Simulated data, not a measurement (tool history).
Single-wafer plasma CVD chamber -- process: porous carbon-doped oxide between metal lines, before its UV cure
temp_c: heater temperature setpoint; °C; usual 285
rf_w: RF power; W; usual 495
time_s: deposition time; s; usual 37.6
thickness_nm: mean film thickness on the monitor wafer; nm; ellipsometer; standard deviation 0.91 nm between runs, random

run	hour	temp_c	rf_w	time_s	wafers since the last listed run	hours since the last thermocouple change	hours since the last RF generator calibration	hours since the showerhead was replaced	hours since the gauge calibration	read-back reference wafer on the same gauge, thickness_nm	thickness_nm
1	0	285	495	37.6	0	731.1	1264.1	3306.5	128.4	234.97	242.059
2	18.6	285	495	37.6	476	749.7	1282.7	3325.1	147	235.099	241.887
3	54.3	285	495	37.6	915	785.4	1318.4	3360.8	182.7	235.191	243.984
4	68.6	285	495	37.6	366	799.7	1332.7	3375.1	197	235.173	245.834
5	84.2	285	495	37.6	400	815.3	1348.3	3390.7	212.6	235.273	243.088
6	109.2	285	495	37.6	641	840.3	1373.3	3415.7	237.6	234.823	243.662
7	123.8	285	495	37.6	374	854.9	1387.9	3430.3	252.2	235.136	242.093
8	138.2	285	495	37.6	369	869.3	1402.3	3444.7	266.6	235.255	243.46
9	156.1	285	495	37.6	458	887.2	1420.2	3462.6	284.5	235.083	244.916
10	168.3	285	540	37.6	312	899.4	1432.4	3474.8	296.7	235.247	254.567
11	235.7	285	540	37.6	1728	966.8	1499.8	3542.2	364.1	234.844	255.865
12	255	285	495	37.6	494	986.1	1519.1	3561.5	383.4	234.983	244.506
# hour 277.4: RF generator calibrated
13	282.8	285	495	37.6	507	1013.9	5.4	3589.3	411.2	235.024	246.11
# hour 302.5: showerhead replaced, of another model than before
14	315.2	298	495	37.6	625	1046.3	37.8	12.7	443.6	234.996	224.126
15	344.2	290	585	31.3	743	1075.3	66.8	41.7	472.6	235.268	223.827
16	374.2	296	495	43.3	769	1105.3	96.8	71.7	502.6	235.215	261.879
# hour 381.4: gauge calibrated
# hour 394.8: thermocouple changed; heater temperature recalibrated
17	399.8	285	405	41.5	451	5	122.4	97.3	18.4	234.852	220.702
18	416.4	300	425	34.4	425	21.6	139	113.9	35	234.951	174.856
19	428.6	285	495	37.6	312	33.8	151.2	126.1	47.2	234.954	236.802
20	457.8	279	465	42.1	748	63	180.4	155.3	76.4	234.784	262.916
21	471.2	279	465	35.4	343	76.4	193.8	168.7	89.8	234.64	223.031
22	483.6	285	540	44.8	317	88.8	206.2	181.1	102.2	234.62	299.806
23	498	285	495	37.6	369	103.2	220.6	195.5	116.6	234.979	237.891
24	531.7	272	585	43.7	864	136.9	254.3	229.2	150.3	234.83	341.162
25	565.5	296	495	43.3	866	170.7	288.1	263	184.1	234.855	256.679
26	590.9	285	495	37.6	651	196.1	313.5	288.4	209.5	234.842	238.389

Hidden state or all else? Some run-to-run changes of thickness_nm, split into what the settings, what came in and random variation would give without the hidden state, and what is left for the hidden state (with any gauge scatter that isn't in both results):
Hidden state at play: wafer temperature above the value expected at the setpoint (K); delivered RF power above the setpoint (%); gauge reads high (%).
Run 16 -> 17: temp_c 296 -> 285, rf_w 495 -> 405, time_s 43.3 -> 41.5, gauge calibrated, thermocouple changed; heater temperature recalibrated. thickness_nm -41.177 nm: hidden state -9.194, all else -31.983.
Run 23 -> 24: temp_c 285 -> 272, rf_w 495 -> 585, time_s 37.6 -> 43.7. thickness_nm +103.271 nm: hidden state +1.93, all else +101.341.
Run 24 -> 25: temp_c 272 -> 296, rf_w 585 -> 495, time_s 43.7 -> 43.3. thickness_nm -84.483 nm: hidden state -0.72, all else -83.763.

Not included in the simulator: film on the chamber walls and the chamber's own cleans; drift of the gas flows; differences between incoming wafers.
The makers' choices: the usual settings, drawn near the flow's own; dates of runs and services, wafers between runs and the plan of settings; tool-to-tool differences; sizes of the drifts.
